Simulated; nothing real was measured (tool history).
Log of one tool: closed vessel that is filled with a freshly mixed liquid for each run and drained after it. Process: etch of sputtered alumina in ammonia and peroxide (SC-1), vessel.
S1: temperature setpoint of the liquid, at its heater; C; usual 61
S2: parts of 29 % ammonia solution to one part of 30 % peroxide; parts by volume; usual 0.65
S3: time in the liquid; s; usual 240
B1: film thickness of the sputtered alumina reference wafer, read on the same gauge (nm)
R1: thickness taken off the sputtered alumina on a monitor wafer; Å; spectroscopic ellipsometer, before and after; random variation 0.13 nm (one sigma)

run	day	S1	S2	S3	B1	R1
1	0	61	0.65	240	120.02	145.3
2	1.925	61	0.65	240	120	148.9
# day 2.558: thermometer replaced
3	3.929	61	0.65	240	120.01	137.1
4	5.45	61	0.65	240	119.99	137.5
5	6.846	61	0.65	240	120.03	136.1
6	8.704	61	0.65	150	120.01	85.8
7	10.925	53.5	0.5	240	119.99	88.7
8	12.038	61	0.45	120	119.99	65.9
9	13.154	61	0.65	240	119.99	135
# day 18.579: new drum of ammonia solution connected
10	21.008	61	0.65	240	119.99	135.9
# day 21.425: thermometer replaced, repeated, since the last time left the tool worse
11	22.883	52.5	0.8	280	120.02	120.3
12	25.717	65	0.4	240	120.02	181.9
13	27.25	70	0.9	315	120.01	332.8
14	29.942	61	0.65	290	120.01	191.2
15	32.367	54.5	0.55	240	120.01	108.3
16	34.033	61	0.65	240	120.01	155.3
17	35.562	61	0.65	360	119.98	232.4
# day 36.738: new drum of ammonia solution connected
18	38.246	61	0.65	240	120	155.1
19	39.9	70	0.5	295	119.98	284.1
# day 42.017: gauge calibrated
# day 42.138: ammonia flow meter replaced
20	42.154	61	0.95	100	120.03	67.1
21	43.708	61	0.65	240	120	153.2
22	46.346	66	0.9	240	120.01	202.7
23	48.433	51.5	0.65	320	120.02	124.6
24	50.825	54	0.65	325	119.99	143.4
25	53.65	52.5	0.8	280	120.03	116.6
26	56.938	53	0.65	140	120	58.5
27	59.904	54	0.65	325	120	143.4
# day 60.267: new drum of ammonia solution connected
28	62.3	61	0.65	240	120.02	151.4
29	64.567	52	0.5	295	120.01	111

Forecast each of these 3 alternatives for the next run:
A	64.596	63.5	0.65	240	?	?
B	64.596	61	0.95	240	?	?
C	64.596	61	0.5	155	?	?

run	B1	R1
A	120	171.6
B	120	156.7
C	120	95.2
Without the tool's hidden state the same runs would have given:
run	R1
A	178.8
B	163.3
C	99.3
